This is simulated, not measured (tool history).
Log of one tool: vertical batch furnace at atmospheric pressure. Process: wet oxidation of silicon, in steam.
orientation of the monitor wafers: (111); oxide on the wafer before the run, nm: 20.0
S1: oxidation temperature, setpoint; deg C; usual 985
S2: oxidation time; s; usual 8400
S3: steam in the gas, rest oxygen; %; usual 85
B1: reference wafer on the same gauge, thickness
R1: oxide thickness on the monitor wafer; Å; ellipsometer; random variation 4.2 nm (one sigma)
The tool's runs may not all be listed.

Run 1, hour 0: usual settings; B1 660.63. Result: R1 7527 Å.
Run 2, hour 58.1: usual settings; B1 659.96. Result: R1 7543.6 Å.
Run 3, hour 108.5: usual settings; B1 661.84. Result: R1 7557.6 Å.
Run 4, hour 165.3: usual settings; B1 661.22. Result: R1 7485.3 Å.
Run 5, hour 221.6: usual settings; B1 660.18. Result: R1 7495.9 Å.
Run 6, hour 311.3: usual settings; B1 661.08. Result: R1 7494.7 Å.
Run 7, hour 373: usual settings; B1 660.85. Result: R1 7543.5 Å.
Run 8, hour 440: usual settings; B1 660.71. Result: R1 7505.8 Å.
Run 9, hour 478.7: usual settings; B1 660.62. Result: R1 7581.5 Å.
Run 10, hour 545: usual settings; B1 661.98. Result: R1 7494.3 Å.
Run 11, hour 610.7: usual settings; B1 661.74. Result: R1 7614 Å.
Run 12, hour 748.5: usual settings; B1 660.47. Result: R1 7522 Å.
Run 13, hour 854.1: usual settings; B1 660.62. Result: R1 7566.3 Å.
Run 14, hour 951.5: usual settings; B1 661.45. Result: R1 7506.7 Å.
Run 15, hour 999.4: usual settings; B1 662.6. Result: R1 7577.3 Å.
Run 16, hour 1044.7: usual settings; B1 661.25. Result: R1 7545.4 Å.
Run 17, hour 1150.4: usual settings; B1 661.49. Result: R1 7631.3 Å.
Run 18, hour 1208.3: usual settings; B1 660.3. Result: R1 7564.2 Å.
Run 19, hour 1256.3: usual settings but S2 11370 s, S3 78 %; B1 662.26. Result: R1 8596.1 Å.
Run 20, hour 1329.4: usual settings but S1 1008 deg C, S2 12120 s, S3 75 %; B1 660.69. Result: R1 9662.8 Å.
Run 21, hour 1387.9: usual settings but S1 971 deg C, S3 73 %; B1 661.01. Result: R1 6419.8 Å.
Run 22, hour 1459.4: usual settings but S2 12390 s, S3 79 %; B1 661.19. Result: R1 8992.2 Å.
Run 23, hour 1544: usual settings but S1 1005 deg C, S2 5250 s; B1 660.52. Result: R1 6386.6 Å.
Run 24, hour 1582.5: usual settings; B1 660.77. Result: R1 7506.7 Å.
Run 25, hour 1649.9: usual settings but S1 1002 deg C, S2 7260 s; B1 661.25. Result: R1 7543.2 Å.
Run 26, hour 1719.6: usual settings but S2 4500 s; B1 660.04. Result: R1 5149.9 Å.
Run 27, hour 1825.9: usual settings but S1 969 deg C, S2 4620 s; B1 660.36. Result: R1 4759.6 Å.
Run 28, hour 1875.1: usual settings but S1 967 deg C; B1 661.3. Result: R1 6891.8 Å.
Run 29, hour 1968.7: usual settings; B1 661.08. Result: R1 7594 Å.
Run 30, hour 2028.8: usual settings; B1 661.53. Result: R1 7501.6 Å.
Run 31, hour 2084.5: usual settings but S2 10560 s, S3 93 %; B1 662.39. Result: R1 9099.2 Å.
Run 32, hour 2150.8: usual settings but S1 973 deg C, S2 7170 s, S3 93 %; B1 660.02. Result: R1 6765.8 Å.
Run 33, hour 2241.4: usual settings; B1 660.37. Result: R1 7533.2 Å.
Run 34, hour 2341.3: usual settings but S1 963 deg C, S2 12240 s, S3 76 %; B1 662.12. Result: R1 7879.5 Å.

Not shown: 3 entries that the log had between the listed runs. Between which runs, and how does the tool's hidden state differ before and after?
Between runs 12 and 13: steam generator serviced (hour 776.2)
  no hidden state differs between the two runs
Between runs 16 and 17: gauge calibrated (hour 1099.9)
  no hidden state differs between the two runs
Between runs 25 and 26: thermocouples replaced and temperature profile calibrated (hour 1691.9)
  no hidden state differs between the two runs
